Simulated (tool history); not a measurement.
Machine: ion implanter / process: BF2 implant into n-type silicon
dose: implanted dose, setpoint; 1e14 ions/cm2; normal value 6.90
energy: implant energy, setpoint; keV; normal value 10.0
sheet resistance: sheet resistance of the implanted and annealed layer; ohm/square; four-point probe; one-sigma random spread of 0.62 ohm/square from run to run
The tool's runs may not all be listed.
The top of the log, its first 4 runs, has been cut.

run	hour	dose	energy	wafers since the last listed run	hours since the last dose calibration	hours since the extraction supply was calibrated	hours since the gauge calibration	read-back reference wafer on the same gauge, sheet resistance	sheet resistance
5	69.8	6.90	12.0	282	1275.8	2692.0	105.7	270.00	286.53
6	82.7	6.90	12.0	328	1288.7	2704.9	118.6	269.96	285.92
7	96.4	6.90	10.0	348	1302.4	2718.6	132.3	270.02	303.63
# hour 114.1: Faraday cup replaced and dose calibrated
8	114.6	6.90	10.0	259	0.5	2736.8	150.5	270.07	299.29
9	120.9	6.90	10.0	160	6.8	2743.1	156.8	269.93	298.25
10	149.8	6.90	7.5	736	35.7	2772.0	185.7	270.09	327.23
11	166.0	6.90	12.5	412	51.9	2788.2	201.9	269.98	278.03
12	177.5	6.90	12.5	292	63.4	2799.7	213.4	270.13	278.67
13	191.2	8.83	12.0	348	77.1	2813.4	227.1	269.87	262.96
14	205.0	6.90	10.0	351	90.9	2827.2	240.9	269.91	299.73
15	211.5	6.90	10.0	165	97.4	2833.7	247.4	270.00	300.36
16	229.2	8.07	10.0	450	115.1	2851.4	265.1	270.00	286.62
17	239.6	4.86	10.0	264	125.5	2861.8	275.5	270.06	348.38
18	255.4	8.35	13.5	402	141.3	2877.6	291.3	270.11	256.87
19	266.7	8.29	9.0	287	152.6	2888.9	302.6	270.05	294.22
20	275.0	6.15	9.0	211	160.9	2897.2	310.9	270.06	324.23
21	291.6	6.90	10.0	422	177.5	2913.8	327.5	269.98	300.48
22	326.2	6.90	13.5	881	212.1	2948.4	362.1	269.98	273.32

Run 23, settings as shown, results not yet in. Your forecast:
23	333.0	6.90	10.0	173	218.9	2955.2	368.9	?	?

{"run 23": {"read-back reference wafer on the same gauge, sheet resistance": 270.06, "sheet resistance": 299.46}}
Were there no unlogged condition in the tool, this run, its random variation unchanged, would have produced sheet resistance 297.36 ohm/square.
